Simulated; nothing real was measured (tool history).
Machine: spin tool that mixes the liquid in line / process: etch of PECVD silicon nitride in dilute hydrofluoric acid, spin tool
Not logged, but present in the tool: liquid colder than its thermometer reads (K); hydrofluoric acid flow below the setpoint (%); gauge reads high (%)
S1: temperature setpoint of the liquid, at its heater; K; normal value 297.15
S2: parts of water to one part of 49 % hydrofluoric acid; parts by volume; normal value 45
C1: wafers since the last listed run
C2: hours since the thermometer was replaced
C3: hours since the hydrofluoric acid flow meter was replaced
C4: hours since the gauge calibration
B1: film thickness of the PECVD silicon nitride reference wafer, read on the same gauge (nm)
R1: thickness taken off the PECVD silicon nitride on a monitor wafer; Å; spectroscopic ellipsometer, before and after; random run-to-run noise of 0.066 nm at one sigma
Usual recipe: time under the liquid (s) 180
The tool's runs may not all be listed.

Run 1, day 0.000: usual settings but S2 40 parts by volume; C1 0; C2 1541.5; C3 1447.6; C4 192.2; B1 120.00. Result: R1 103.4 Å.
Run 2, day 0.496: usual settings but S2 40 parts by volume; C1 73; C2 1553.4; C3 1459.5; C4 204.1; B1 119.99. Result: R1 103.2 Å.
Run 3, day 1.096: usual settings but S2 50 parts by volume; C1 88; C2 1567.8; C3 1473.9; C4 218.5; B1 119.99. Result: R1 83.5 Å.
Run 4, day 1.546: usual settings but S2 50 parts by volume; C1 66; C2 1578.6; C3 1484.7; C4 229.3; B1 120.01. Result: R1 81.8 Å.
Run 5, day 1.983: usual settings but S2 50 parts by volume; C1 64; C2 1589.1; C3 1495.2; C4 239.8; B1 119.99. Result: R1 83.3 Å.
Run 6, day 2.558: usual settings but S2 60 parts by volume; C1 84; C2 1602.9; C3 1509.0; C4 253.6; B1 120.03. Result: R1 69.3 Å.
Run 7, day 4.425: usual settings but S2 60 parts by volume; C1 275; C2 1647.7; C3 1553.8; C4 298.4; B1 120.01. Result: R1 68.2 Å.
Run 8, day 4.971: usual settings but S2 60 parts by volume; C1 80; C2 1660.8; C3 1566.9; C4 311.5; B1 119.96. Result: R1 69.1 Å.
Run 9, day 5.417: usual settings but time under the liquid (s) 125; C1 65; C2 1671.5; C3 1577.6; C4 322.2; B1 119.95. Result: R1 62.6 Å.
At day 5.738: thermometer replaced.
Run 10, day 6.000: usual settings but time under the liquid (s) 125; C1 79; C2 6.3; C3 1591.6; C4 336.2; B1 119.96. Result: R1 73.2 Å.
Run 11, day 6.675: usual settings but time under the liquid (s) 125; C1 99; C2 22.5; C3 1607.8; C4 352.4; B1 120.02. Result: R1 73.2 Å.
Run 12, day 7.129: usual settings but S2 55 parts by volume; C1 67; C2 33.4; C3 1618.7; C4 363.3; B1 120.02. Result: R1 86.1 Å.
At day 7.325: gauge calibrated.
Run 13, day 7.825: usual settings but S2 60 parts by volume; C1 102; C2 50.1; C3 1635.4; C4 12.0; B1 120.05. Result: R1 79.6 Å.
Run 14, day 8.083: usual settings but S2 40 parts by volume; C1 38; C2 56.3; C3 1641.6; C4 18.2; B1 120.01. Result: R1 117.9 Å.
Run 15, day 8.338: usual settings but S1 295.15 K, time under the liquid (s) 85; C1 37; C2 62.4; C3 1647.7; C4 24.3; B1 120.00. Result: R1 43.7 Å.
Run 16, day 8.717: usual settings but S1 299.65 K, time under the liquid (s) 135; C1 55; C2 71.5; C3 1656.8; C4 33.4; B1 120.03. Result: R1 94.3 Å.
Run 17, day 9.354: usual settings but S1 293.15 K; C1 94; C2 86.8; C3 1672.1; C4 48.7; B1 120.06. Result: R1 79.1 Å.
At day 10.258: hydrofluoric acid flow meter replaced.
Run 18, day 10.500: usual settings but S1 293.65 K, time under the liquid (s) 120; C1 162; C2 114.3; C3 5.8; C4 76.2; B1 120.05. Result: R1 55.1 Å.
Run 19, day 10.867: usual settings but time under the liquid (s) 265; C1 54; C2 123.1; C3 14.6; C4 85.0; B1 119.96. Result: R1 152.6 Å.
Run 20, day 11.500: usual settings but S1 301.15 K; C1 93; C2 138.3; C3 29.8; C4 100.2; B1 119.98. Result: R1 135.7 Å.
Run 21, day 12.025: usual settings but S1 294.15 K, S2 55 parts by volume, time under the liquid (s) 140; C1 77; C2 150.9; C3 42.4; C4 112.8; B1 119.95. Result: R1 53.5 Å.
Run 22, day 12.533: usual settings but S1 299.15 K, S2 35 parts by volume, time under the liquid (s) 235; C1 74; C2 163.1; C3 54.6; C4 125.0; B1 119.97. Result: R1 199.7 Å.
Run 23, day 12.792: usual settings; C1 38; C2 169.3; C3 60.8; C4 131.2; B1 120.01. Result: R1 104.0 Å.
Run 24, day 13.050: usual settings; C1 38; C2 175.5; C3 67.0; C4 137.4; B1 120.02. Result: R1 104.5 Å.
Run 25, day 13.754: usual settings; C1 103; C2 192.4; C3 83.9; C4 154.3; B1 119.98. Result: R1 103.9 Å.

Below, each run's measurement less what the same run would have read without the hidden state. Both values contain the same run-to-run variation, but the gauge's scatter may not be the same in both:
run     R1
  1  -17.2
  2  -17.4
  3  -14.0
  4  -13.8
  5  -14.2
  6  -11.8
  7  -12.0
  8  -12.2
  9  -11.3
 10   -1.0
 11   -1.1
 12   -1.4
 13   -1.5
 14   -2.2
 15   -0.8
 16   -1.9
 17   -1.8
 18   -1.4
 19   -3.9
 20   -3.5
 21   -1.5
 22   -5.7
 23   -3.1
 24   -3.2
 25   -3.3

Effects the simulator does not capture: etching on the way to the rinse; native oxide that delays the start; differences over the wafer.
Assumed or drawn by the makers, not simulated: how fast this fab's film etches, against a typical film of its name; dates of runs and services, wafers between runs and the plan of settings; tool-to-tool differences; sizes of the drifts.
